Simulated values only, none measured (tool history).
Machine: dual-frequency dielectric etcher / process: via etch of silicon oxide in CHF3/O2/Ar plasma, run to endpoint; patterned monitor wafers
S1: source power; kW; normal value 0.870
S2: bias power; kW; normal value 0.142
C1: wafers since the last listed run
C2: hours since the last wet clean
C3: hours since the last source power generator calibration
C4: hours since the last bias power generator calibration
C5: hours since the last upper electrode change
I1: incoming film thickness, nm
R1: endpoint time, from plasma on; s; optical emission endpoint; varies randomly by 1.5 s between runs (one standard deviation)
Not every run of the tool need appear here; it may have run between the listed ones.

| run | hour | S1 | S2 | C1 | C2 | C3 | C4 | C5 | I1 | R1 |
|---|---|---|---|---|---|---|---|---|---|---|
| 1 | 0.0 | 0.870 | 0.142 | 0 | 448.5 | 2289.5 | 3559.1 | 4891.5 | 534.6 | 274.7 |
| 2 | 9.7 | 0.870 | 0.142 | 31 | 458.2 | 2299.2 | 3568.8 | 4901.2 | 528.0 | 268.5 |
| 3 | 20.4 | 0.870 | 0.142 | 34 | 468.9 | 2309.9 | 3579.5 | 4911.9 | 536.5 | 276.1 |
| 4 | 31.5 | 0.780 | 0.142 | 35 | 480.0 | 2321.0 | 3590.6 | 4923.0 | 536.6 | 289.3 |
| 5 | 43.8 | 0.780 | 0.142 | 39 | 492.3 | 2333.3 | 3602.9 | 4935.3 | 536.0 | 287.3 |
| 6 | 59.6 | 0.780 | 0.142 | 50 | 508.1 | 2349.1 | 3618.7 | 4951.1 | 536.0 | 290.0 |
| 7 | 66.3 | 0.870 | 0.126 | 21 | 514.8 | 2355.8 | 3625.4 | 4957.8 | 527.1 | 285.7 |
|  | 104.7 | wet clean of the chamber |
| 8 | 105.2 | 0.870 | 0.126 | 47 | 0.5 | 2394.7 | 3664.3 | 4996.7 | 529.2 | 271.1 |
| 9 | 105.6 | 0.760 | 0.167 | 1 | 0.9 | 2395.1 | 3664.7 | 4997.1 | 534.4 | 255.6 |
|  | 133.3 | upper electrode replaced, of another model than before |
| 10 | 133.8 | 0.870 | 0.142 | 13 | 29.1 | 2423.3 | 3692.9 | 0.5 | 533.3 | 258.3 |
| 11 | 134.2 | 0.810 | 0.142 | 1 | 29.5 | 2423.7 | 3693.3 | 0.9 | 532.9 | 267.0 |
| 12 | 138.1 | 0.870 | 0.142 | 12 | 33.4 | 2427.6 | 3697.2 | 4.8 | 534.4 | 263.7 |
| 13 | 147.8 | 0.870 | 0.142 | 31 | 43.1 | 2437.3 | 3706.9 | 14.5 | 537.6 | 264.5 |
| 14 | 163.2 | 0.870 | 0.142 | 49 | 58.5 | 2452.7 | 3722.3 | 29.9 | 534.6 | 262.1 |
| 15 | 172.1 | 1.030 | 0.142 | 28 | 67.4 | 2461.6 | 3731.2 | 38.8 | 537.4 | 252.0 |
| 16 | 187.9 | 0.950 | 0.117 | 50 | 83.2 | 2477.4 | 3747.0 | 54.6 | 533.3 | 288.9 |
|  | 206.5 | source power generator calibrated |
|  | 209.1 | bias power generator calibrated |
| 17 | 209.6 | 0.730 | 0.142 | 48 | 104.9 | 3.1 | 0.5 | 76.3 | 532.7 | 275.0 |
| 18 | 215.5 | 0.770 | 0.167 | 18 | 110.8 | 9.0 | 6.4 | 82.2 | 536.8 | 249.1 |
| 19 | 225.2 | 0.710 | 0.176 | 31 | 120.5 | 18.7 | 16.1 | 91.9 | 530.9 | 244.9 |
| 20 | 240.2 | 0.700 | 0.126 | 48 | 135.5 | 33.7 | 31.1 | 106.9 | 539.0 | 302.4 |
| 21 | 262.0 | 0.870 | 0.142 | 70 | 157.3 | 55.5 | 52.9 | 128.7 | 532.7 | 264.1 |

Predict each of these 5 candidate next runs independently; none follows another, all start after run 21:
| A | 262.5 | 0.870 | 0.172 | 1 | 157.8 | 56.0 | 53.4 | 129.2 | 538.2 | ? |
| B | 262.5 | 0.780 | 0.115 | 1 | 157.8 | 56.0 | 53.4 | 129.2 | 538.2 | ? |
| C | 262.5 | 0.770 | 0.169 | 1 | 157.8 | 56.0 | 53.4 | 129.2 | 538.2 | ? |
| D | 262.5 | 0.990 | 0.171 | 1 | 157.8 | 56.0 | 53.4 | 129.2 | 538.2 | ? |
| E | 262.5 | 0.950 | 0.155 | 1 | 157.8 | 56.0 | 53.4 | 129.2 | 538.2 | ? |

| run | R1 |
|---|---|
| A | 239.5 |
| B | 313.8 |
| C | 249.1 |
| D | 232.6 |
| E | 248.4 |
The same runs, with their run-to-run variation unchanged, on a tool lacking any hidden condition would have given:
| run | R1 |
|---|---|
| A | 236.3 |
| B | 309.6 |
| C | 245.7 |
| D | 229.5 |
| E | 245.0 |
